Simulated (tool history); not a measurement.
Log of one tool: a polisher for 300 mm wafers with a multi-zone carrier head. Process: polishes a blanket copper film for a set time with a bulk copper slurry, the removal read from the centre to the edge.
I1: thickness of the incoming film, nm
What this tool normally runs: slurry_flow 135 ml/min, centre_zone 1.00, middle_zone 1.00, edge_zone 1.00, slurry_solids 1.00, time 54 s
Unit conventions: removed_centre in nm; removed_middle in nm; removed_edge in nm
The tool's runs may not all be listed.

Run 1, day 0.000: usual settings but centre_zone 1.04, time 67 s; I1 2249.7. Result: removed_centre 652.9 nm, removed_middle 632.8 nm, removed_edge 610.3 nm.
Run 2, day 1.342: usual settings; I1 2251.0. Result: removed_centre 511.5 nm, removed_middle 518.2 nm, removed_edge 499.5 nm.
At day 3.542: slurry nozzle cleaned.
At day 3.717: worn pad replaced by a new one.
Run 3, day 3.738: usual settings; I1 2274.2. Result: removed_centre 502.4 nm, removed_middle 512.3 nm, removed_edge 485.9 nm.
Run 4, day 5.700: usual settings; I1 2278.1. Result: removed_centre 513.0 nm, removed_middle 514.9 nm, removed_edge 495.5 nm.
Run 5, day 8.133: usual settings; I1 2253.4. Result: removed_centre 515.2 nm, removed_middle 511.7 nm, removed_edge 497.3 nm.
Run 6, day 10.038: usual settings; I1 2319.8. Result: removed_centre 504.0 nm, removed_middle 512.0 nm, removed_edge 497.6 nm.
At day 17.938: worn pad replaced by a new one.
Run 7, day 18.200: usual settings but centre_zone 1.04, slurry_solids 1.20; I1 2247.3. Result: removed_centre 529.4 nm, removed_middle 532.3 nm, removed_edge 511.6 nm.
At day 20.175: centre zone pressure recalibrated.
Run 8, day 20.425: usual settings but centre_zone 1.04, slurry_solids 1.20; I1 2245.6. Result: removed_centre 551.6 nm, removed_middle 532.2 nm, removed_edge 512.1 nm.
Run 9, day 23.350: usual settings but centre_zone 0.96, time 37 s; I1 2295.4. Result: removed_centre 344.6 nm, removed_middle 351.3 nm, removed_edge 342.0 nm.
Run 10, day 24.358: usual settings; I1 2252.5. Result: removed_centre 507.1 nm, removed_middle 514.5 nm, removed_edge 495.1 nm.
Run 11, day 26.579: usual settings; I1 2274.9. Result: removed_centre 506.7 nm, removed_middle 507.0 nm, removed_edge 495.4 nm.
Run 12, day 28.596: usual settings but edge_zone 0.95, time 62 s; I1 2245.8. Result: removed_centre 590.5 nm, removed_middle 586.4 nm, removed_edge 569.2 nm.
Run 13, day 29.792: usual settings but edge_zone 0.95, time 62 s; I1 2305.8. Result: removed_centre 574.1 nm, removed_middle 592.7 nm, removed_edge 555.2 nm.
At day 30.008: slurry nozzle cleaned.
At day 30.179: edge zone pressure recalibrated.
At day 30.617: worn pad replaced by a new one.
Run 14, day 31.350: usual settings but centre_zone 0.94, middle_zone 1.08, slurry_solids 1.15; I1 2286.6. Result: removed_centre 511.8 nm, removed_middle 557.3 nm, removed_edge 508.3 nm.
Run 15, day 32.850: usual settings but slurry_flow 145 ml/min, centre_zone 0.91, middle_zone 1.11, edge_zone 1.12; I1 2222.5. Result: removed_centre 504.7 nm, removed_middle 557.9 nm, removed_edge 541.0 nm.
At day 33.162: carrier head's membrane replaced by a new one.
Run 16, day 34.467: usual settings but edge_zone 0.89, slurry_solids 1.20, time 60 s; I1 2298.1. Result: removed_centre 584.8 nm, removed_middle 586.5 nm, removed_edge 544.6 nm.
Run 17, day 37.392: usual settings; I1 2293.6. Result: removed_centre 505.4 nm, removed_middle 515.8 nm, removed_edge 498.2 nm.
Run 18, day 39.646: usual settings; I1 2291.7. Result: removed_centre 505.7 nm, removed_middle 511.3 nm, removed_edge 494.4 nm.
Run 19, day 41.462: usual settings but slurry_flow 180 ml/min, time 70 s; I1 2249.4. Result: removed_centre 691.7 nm, removed_middle 697.0 nm, removed_edge 670.3 nm.
At day 43.421: worn pad replaced by a new one.
Run 20, day 44.025: usual settings but middle_zone 1.09, edge_zone 1.10; I1 2268.5. Result: removed_centre 511.8 nm, removed_middle 542.0 nm, removed_edge 524.6 nm.
Run 21, day 46.508: usual settings; I1 2248.3. Result: removed_centre 496.9 nm, removed_middle 512.0 nm, removed_edge 502.2 nm.
Run 22, day 48.283: usual settings but slurry_flow 165 ml/min, edge_zone 0.94; I1 2290.8. Result: removed_centre 525.0 nm, removed_middle 527.0 nm, removed_edge 500.6 nm.

Branching from run 22: 3 alternative next runs. What would each branch give?
Run A, day 48.300: usual settings but time 36 s; I1 2233.5. Result: removed_centre ?, removed_middle ?, removed_edge ?.
Run B, day 48.300: usual settings but centre_zone 0.93, slurry_solids 0.85; I1 2233.5. Result: removed_centre ?, removed_middle ?, removed_edge ?.
Run C, day 48.300: usual settings but slurry_flow 150 ml/min, edge_zone 1.08, slurry_solids 1.25, time 46 s; I1 2233.5. Result: removed_centre ?, removed_middle ?, removed_edge ?.

run  removed_centre  removed_middle  removed_edge
  A           330.9           342.4         330.8
  B           462.6           497.8         480.9
  C           451.7           466.1         465.2
Without the tool's unlogged condition, the same runs would have read:
run  removed_centre  removed_middle  removed_edge
  A           330.9           342.4         330.8
  B           462.6           497.8         480.9
  C           451.7           466.1         465.2
